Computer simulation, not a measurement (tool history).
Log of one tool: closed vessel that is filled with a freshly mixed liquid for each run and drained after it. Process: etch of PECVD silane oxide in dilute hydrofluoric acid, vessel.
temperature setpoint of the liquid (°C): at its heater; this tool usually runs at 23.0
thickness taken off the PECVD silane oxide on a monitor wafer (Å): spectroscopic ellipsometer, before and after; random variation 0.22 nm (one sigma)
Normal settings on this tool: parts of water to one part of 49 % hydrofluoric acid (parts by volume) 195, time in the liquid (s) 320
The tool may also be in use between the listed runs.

run,hour,temperature setpoint of the liquid (°C),parts of water to one part of 49 % hydrofluoric acid (parts by volume),time in the liquid (s),"read-back film thickness of the PECVD silane oxide reference wafer, read on the same gauge (nm)",thickness taken off the PECVD silane oxide on a monitor wafer (Å)
1,0.0,23.0,195,320,129.98,308.6
2,27.8,23.0,195,320,129.96,311.2
3,57.1,24.5,195,320,130.02,329.5
4,91.6,24.5,195,320,130.00,330.2
5,117.4,24.5,195,320,130.00,329.3
6,131.2,23.0,195,320,130.00,307.8
7,148.3,23.0,195,320,130.00,310.1
8,183.9,23.0,140,320,129.99,455.1
9,212.5,23.0,140,320,130.01,451.4
10,248.4,23.0,140,320,129.95,451.3
11,283.8,23.0,195,425,130.02,407.9
12,308.9,22.0,165,320,130.03,357.9
13,322.2,23.0,195,360,129.99,345.6
14,353.4,24.5,230,320,129.96,262.5
15,374.7,23.0,280,320,130.00,196.0
16,399.9,25.0,240,200,129.99,157.6
17,435.1,23.0,270,320,129.99,188.9
18,470.6,24.5,280,490,130.04,296.0
19,485.7,23.0,195,320,130.01,283.9
20,519.0,23.0,195,320,129.96,282.3
21,547.2,27.5,165,405,130.00,516.9
22,575.3,26.0,195,260,130.00,283.6
23,608.6,27.5,150,320,130.02,506.7
24,634.4,18.5,195,320,129.98,260.1
25,664.6,23.0,140,320,130.00,464.7
26,691.4,23.0,195,265,130.00,256.9
27,723.6,19.0,155,430,129.98,463.9
28,755.4,18.5,225,165,130.00,114.6
29,786.0,21.0,150,320,130.00,390.2
30,806.1,24.5,125,195,129.98,335.6
31,820.9,23.0,130,405,129.99,620.3
32,834.0,23.0,270,215,130.01,136.7

Not shown: 4 entries that the log had between the listed runs. Between which runs, and how does the tool's hidden state differ before and after?
After run 8, before run 9: gauge calibrated (hour 196.6)
  liquid colder than its thermometer reads (K): 1.17 -> 1.23
  the result without the hidden state subtracted from the measured one, thickness taken off the PECVD silane oxide on a monitor wafer (Å): -21.3 -> -22.3
After run 15, before run 16: hydrofluoric acid flow meter replaced (hour 394.8)
  liquid colder than its thermometer reads (K): 1.56 -> 1.61
  the result without the hidden state subtracted from the measured one, thickness taken off the PECVD silane oxide on a monitor wafer (Å): -11.3 -> -9.4
After run 16, before run 17: thermometer replaced (hour 412.9)
  liquid colder than its thermometer reads (K): 1.61 -> 3.01
  the result without the hidden state subtracted from the measured one, thickness taken off the PECVD silane oxide on a monitor wafer (Å): -9.4 -> -21.9
After run 21, before run 22: thermometer replaced, repeated, since the last time left the tool worse (hour 555.7)
  liquid colder than its thermometer reads (K): 3.23 -> 0.464
  the result without the hidden state subtracted from the measured one, thickness taken off the PECVD silane oxide on a monitor wafer (Å): -65.9 -> -4.8
